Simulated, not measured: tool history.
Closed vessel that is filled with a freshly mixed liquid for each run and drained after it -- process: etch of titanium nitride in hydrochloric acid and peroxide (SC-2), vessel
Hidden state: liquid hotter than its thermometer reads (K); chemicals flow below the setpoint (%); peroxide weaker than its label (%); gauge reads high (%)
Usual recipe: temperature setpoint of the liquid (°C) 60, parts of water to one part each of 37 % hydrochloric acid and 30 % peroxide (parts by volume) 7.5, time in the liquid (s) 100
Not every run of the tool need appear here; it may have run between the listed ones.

run,hour,temperature setpoint of the liquid (°C),parts of water to one part each of 37 % hydrochloric acid and 30 % peroxide (parts by volume),time in the liquid (s),wafers since the last listed run,hours since the thermometer was replaced,hours since the chemicals flow meter was replaced,hours since the drum of peroxide was connected,hours since the gauge calibration,"read-back film thickness of the titanium nitride reference wafer, read on the same gauge (nm)",thickness taken off the titanium nitride on a monitor wafer (Å)
1,0,60,7.5,100,0,2245.6,25.6,778.3,724,139.95,62.5
2,6.5,60,7.5,100,888,2252.1,32.1,784.8,730.5,140.01,63.2
3,16.4,60,7.5,100,1353,2262,42,794.7,740.4,140.02,62.4
4,30.8,60,7.5,100,1968,2276.4,56.4,809.1,754.8,140,63.1
5,43.2,60,7.5,100,1695,2288.8,68.8,821.5,767.2,139.99,62.5
# hour 47.5: gauge calibrated
6,56.9,56.5,4.5,125,1872,2302.5,82.5,835.2,9.4,139.99,92.3
# hour 68.3: thermometer replaced
7,73.8,60,7.5,100,2173,5.5,99.4,852.1,26.3,140.02,54.4
8,81.3,60,11.5,150,1025,13,106.9,859.6,33.8,140.01,57.5
9,95.2,69,7.5,100,1900,26.9,120.8,873.5,47.7,140.01,93.3
10,111.9,60,7.5,100,2283,43.6,137.5,890.2,64.4,139.98,54.5
11,119.4,60,7.5,80,1025,51.1,145,897.7,71.9,140.03,43.4
12,129.8,56.5,11.5,100,1421,61.5,155.4,908.1,82.3,140.02,30.2
13,138.9,51.5,11.5,85,1244,70.6,164.5,917.2,91.4,140,18.7
# hour 146.4: new drum of peroxide connected
14,155.1,60,7.5,100,2078,86.8,180.7,8.7,107.6,139.98,53.9
15,166.2,60,5,150,1517,97.9,191.8,19.8,118.7,139.99,111.5
16,175.4,64,4.5,55,1257,107.1,201,29,127.9,140.01,55.5
17,187,53.5,5,70,1585,118.7,212.6,40.6,139.5,140.02,33.9
18,194.6,68.5,4,130,1039,126.3,220.2,48.2,147.1,139.97,185.1
19,202.6,60,5.5,100,1093,134.3,228.2,56.2,155.1,139.97,68
20,215.4,68.5,7.5,100,1749,147.1,241,69,167.9,140,89.8
21,231.3,50.5,9.5,100,2173,163,256.9,84.9,183.8,140.03,24.1
22,244.8,60,7.5,150,1845,176.5,270.4,98.4,197.3,140.03,80.5
23,260.2,67.5,9,125,2105,191.9,285.8,113.8,212.7,139.98,91
24,291.3,60,7.5,100,4251,223,316.9,144.9,243.8,140.01,53.9
25,305.3,60,7.5,100,1914,237,330.9,158.9,257.8,140,53.7
26,357.9,64,5.5,100,7191,289.6,383.5,211.5,310.4,139.99,87.9
27,398.6,69,6.5,140,5564,330.3,424.2,252.2,351.1,139.96,145
28,412.1,60,7.5,100,1845,343.8,437.7,265.7,364.6,140.04,53.3
29,425.5,50,7.5,100,1831,357.2,451.1,279.1,378,139.99,28.2
30,440.6,60,7.5,45,2064,372.3,466.2,294.2,393.1,140,24.2

Each row is a separate what-if for the run after 30, all from the same tool condition, not one after another. Results?
A,441.3,70,7.5,100,95,373,466.9,294.9,393.8,?,?
B,441.3,60,10,100,95,373,466.9,294.9,393.8,?,?
C,441.3,52,10.5,75,95,373,466.9,294.9,393.8,?,?

run,"read-back film thickness of the titanium nitride reference wafer, read on the same gauge (nm)",thickness taken off the titanium nitride on a monitor wafer (Å)
A,140,99
B,140,42.6
C,140,18.4
Without the tool's hidden state the same runs would have given:
run,thickness taken off the titanium nitride on a monitor wafer (Å)
A,100.5
B,43.3
C,18.6
